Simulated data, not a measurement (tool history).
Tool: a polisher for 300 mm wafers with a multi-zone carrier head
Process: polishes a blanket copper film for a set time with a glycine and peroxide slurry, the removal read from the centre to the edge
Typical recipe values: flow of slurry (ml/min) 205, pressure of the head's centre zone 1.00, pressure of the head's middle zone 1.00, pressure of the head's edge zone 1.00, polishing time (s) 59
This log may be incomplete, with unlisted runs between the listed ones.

run	hour	flow of slurry (ml/min)	pressure of the head's centre zone	pressure of the head's middle zone	pressure of the head's edge zone	polishing time (s)	incoming thickness of the incoming film, nm	film removed at the wafer's centre (angstrom)	film removed at mid-radius (angstrom)	film removed at the wafer's edge (angstrom)
1	0.0	175	0.90	1.00	1.00	59	1611.9	2147	2335	2428
2	12.3	205	1.00	1.00	1.00	59	1615.7	2433	2466	2518
3	29.2	255	1.05	1.00	0.88	59	1613.8	2764	2586	2490
# hour 49.4: slurry nozzle cleaned
4	58.8	205	1.04	1.00	1.00	59	1566.5	2825	2684	2653
5	94.0	265	1.05	1.03	0.90	59	1619.2	2990	2771	2630
6	109.9	205	0.96	1.11	1.00	46	1606.9	2083	2153	2056
# hour 129.9: worn pad replaced by a new one
7	137.0	205	1.00	1.00	1.00	59	1616.5	2728	2635	2648
8	168.9	205	0.90	1.12	0.88	59	1566.6	2452	2781	2534
9	182.0	205	1.00	1.00	1.00	59	1600.0	2731	2595	2626
10	212.2	205	1.00	1.00	1.00	78	1618.0	3615	3315	3443
11	224.4	205	0.89	1.00	1.00	50	1602.5	2097	2198	2198
12	258.1	175	1.09	1.00	1.00	51	1610.7	2415	2099	2161
13	275.5	140	1.07	0.95	1.00	59	1622.7	2527	2214	2435
14	304.4	205	1.00	0.91	1.00	59	1577.0	2625	2421	2550
# hour 315.8: edge zone pressure recalibrated
15	339.9	205	1.00	1.00	1.00	59	1572.5	2585	2512	2524
# hour 361.1: worn pad replaced by a new one
16	367.9	205	0.94	1.00	1.00	59	1588.5	2433	2445	2528
17	391.6	205	0.96	1.00	1.00	59	1565.9	2471	2512	2517
18	424.1	235	1.00	1.08	1.00	52	1569.4	2335	2302	2246
19	447.0	205	1.00	1.00	1.00	59	1584.3	2532	2411	2485

Expected results for the next run?
# hour 454.9: centre zone pressure recalibrated
20	476.4	205	1.00	1.11	1.00	59	1582.6	?	?	?

{"run 20": {"film removed at the wafer's centre (angstrom)": 2315, "film removed at mid-radius (angstrom)": 2507, "film removed at the wafer's edge (angstrom)": 2444}}
The same run, on a tool lacking any hidden state, would have yielded film removed at the wafer's centre (angstrom) 2643, film removed at mid-radius (angstrom) 2873, film removed at the wafer's edge (angstrom) 2692.

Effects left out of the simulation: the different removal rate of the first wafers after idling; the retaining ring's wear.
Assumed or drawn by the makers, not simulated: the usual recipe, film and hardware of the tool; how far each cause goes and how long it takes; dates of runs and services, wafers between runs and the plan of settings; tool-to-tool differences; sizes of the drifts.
